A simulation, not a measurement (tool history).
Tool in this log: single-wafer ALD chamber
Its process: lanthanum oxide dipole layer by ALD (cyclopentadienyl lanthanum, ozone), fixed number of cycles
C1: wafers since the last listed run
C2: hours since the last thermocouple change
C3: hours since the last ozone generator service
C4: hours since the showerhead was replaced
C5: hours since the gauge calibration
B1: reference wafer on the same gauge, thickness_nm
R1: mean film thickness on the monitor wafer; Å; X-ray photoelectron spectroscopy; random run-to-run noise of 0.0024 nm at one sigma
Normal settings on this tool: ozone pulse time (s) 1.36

Run 1, hour 0.0: usual settings; C1 0; C2 1553.0; C3 1000.3; C4 7908.2; C5 215.7; B1 0.544. Result: R1 4.91 Å.
Run 2, hour 11.5: usual settings; C1 151; C2 1564.5; C3 1011.8; C4 7919.7; C5 227.2; B1 0.544. Result: R1 4.89 Å.
Run 3, hour 26.7: usual settings; C1 200; C2 1579.7; C3 1027.0; C4 7934.9; C5 242.4; B1 0.544. Result: R1 4.89 Å.
Run 4, hour 32.8: usual settings; C1 80; C2 1585.8; C3 1033.1; C4 7941.0; C5 248.5; B1 0.544. Result: R1 4.91 Å.
Run 5, hour 44.7: usual settings; C1 157; C2 1597.7; C3 1045.0; C4 7952.9; C5 260.4; B1 0.545. Result: R1 4.86 Å.
Run 6, hour 56.1: usual settings; C1 150; C2 1609.1; C3 1056.4; C4 7964.3; C5 271.8; B1 0.544. Result: R1 4.89 Å.
Run 7, hour 68.3: usual settings; C1 161; C2 1621.3; C3 1068.6; C4 7976.5; C5 284.0; B1 0.543. Result: R1 4.89 Å.
Run 8, hour 82.6: usual settings; C1 188; C2 1635.6; C3 1082.9; C4 7990.8; C5 298.3; B1 0.544. Result: R1 4.86 Å.
Run 9, hour 134.2: usual settings; C1 681; C2 1687.2; C3 1134.5; C4 8042.4; C5 349.9; B1 0.543. Result: R1 4.88 Å.
Run 10, hour 149.0: usual settings; C1 195; C2 1702.0; C3 1149.3; C4 8057.2; C5 364.7; B1 0.544. Result: R1 4.86 Å.
Run 11, hour 187.7: usual settings but ozone pulse time (s) 1.76; C1 511; C2 1740.7; C3 1188.0; C4 8095.9; C5 403.4; B1 0.544. Result: R1 5.12 Å.
At hour 199.5: gauge calibrated.
Run 12, hour 205.4: usual settings but ozone pulse time (s) 1.20; C1 233; C2 1758.4; C3 1205.7; C4 8113.6; C5 5.9; B1 0.543. Result: R1 4.65 Å.
At hour 255.9: showerhead replaced.
Run 13, hour 256.4: usual settings but ozone pulse time (s) 1.58; C1 568; C2 1809.4; C3 1256.7; C4 0.5; C5 56.9; B1 0.543. Result: R1 4.98 Å.
Run 14, hour 263.9: usual settings but ozone pulse time (s) 1.79; C1 99; C2 1816.9; C3 1264.2; C4 8.0; C5 64.4; B1 0.545. Result: R1 5.10 Å.
At hour 283.3: thermocouple changed; heater temperature recalibrated.
At hour 304.5: ozone generator serviced.
Run 15, hour 316.1: usual settings; C1 478; C2 32.8; C3 11.6; C4 60.2; C5 116.6; B1 0.543. Result: R1 5.16 Å.
Run 16, hour 326.2: usual settings; C1 133; C2 42.9; C3 21.7; C4 70.3; C5 126.7; B1 0.545. Result: R1 5.21 Å.
Run 17, hour 335.8: usual settings but ozone pulse time (s) 1.13; C1 126; C2 52.5; C3 31.3; C4 79.9; C5 136.3; B1 0.544. Result: R1 4.98 Å.
Run 18, hour 346.7: usual settings but ozone pulse time (s) 1.60; C1 143; C2 63.4; C3 42.2; C4 90.8; C5 147.2; B1 0.544. Result: R1 5.31 Å.
Run 19, hour 361.2: usual settings but ozone pulse time (s) 1.13; C1 191; C2 77.9; C3 56.7; C4 105.3; C5 161.7; B1 0.544. Result: R1 5.02 Å.
Run 20, hour 369.3: usual settings but ozone pulse time (s) 0.98; C1 107; C2 86.0; C3 64.8; C4 113.4; C5 169.8; B1 0.545. Result: R1 4.84 Å.
Run 21, hour 382.3: usual settings but ozone pulse time (s) 1.89; C1 171; C2 99.0; C3 77.8; C4 126.4; C5 182.8; B1 0.544. Result: R1 5.39 Å.
Run 22, hour 391.3: usual settings but ozone pulse time (s) 0.84; C1 118; C2 108.0; C3 86.8; C4 135.4; C5 191.8; B1 0.544. Result: R1 4.62 Å.

Forecast each of these 5 alternatives for the next run:
Run A, hour 391.7: usual settings but ozone pulse time (s) 1.17; C1 5; C2 108.4; C3 87.2; C4 135.8; C5 192.2; B1 ?. Result: R1 ?.
Run B, hour 391.7: usual settings but ozone pulse time (s) 1.57; C1 5; C2 108.4; C3 87.2; C4 135.8; C5 192.2; B1 ?. Result: R1 ?.
Run C, hour 391.7: usual settings but ozone pulse time (s) 1.68; C1 5; C2 108.4; C3 87.2; C4 135.8; C5 192.2; B1 ?. Result: R1 ?.
Run D, hour 391.7: usual settings but ozone pulse time (s) 1.01; C1 5; C2 108.4; C3 87.2; C4 135.8; C5 192.2; B1 ?. Result: R1 ?.
Run E, hour 391.7: usual settings but ozone pulse time (s) 0.87; C1 5; C2 108.4; C3 87.2; C4 135.8; C5 192.2; B1 ?. Result: R1 ?.

run     B1    R1
  A  0.542  5.03
  B  0.542  5.29
  C  0.542  5.34
  D  0.542  4.87
  E  0.542  4.70
Without the tool's unlogged condition, the same runs would have read:
run    R1
  A  5.07
  B  5.31
  C  5.36
  D  4.91
  E  4.74

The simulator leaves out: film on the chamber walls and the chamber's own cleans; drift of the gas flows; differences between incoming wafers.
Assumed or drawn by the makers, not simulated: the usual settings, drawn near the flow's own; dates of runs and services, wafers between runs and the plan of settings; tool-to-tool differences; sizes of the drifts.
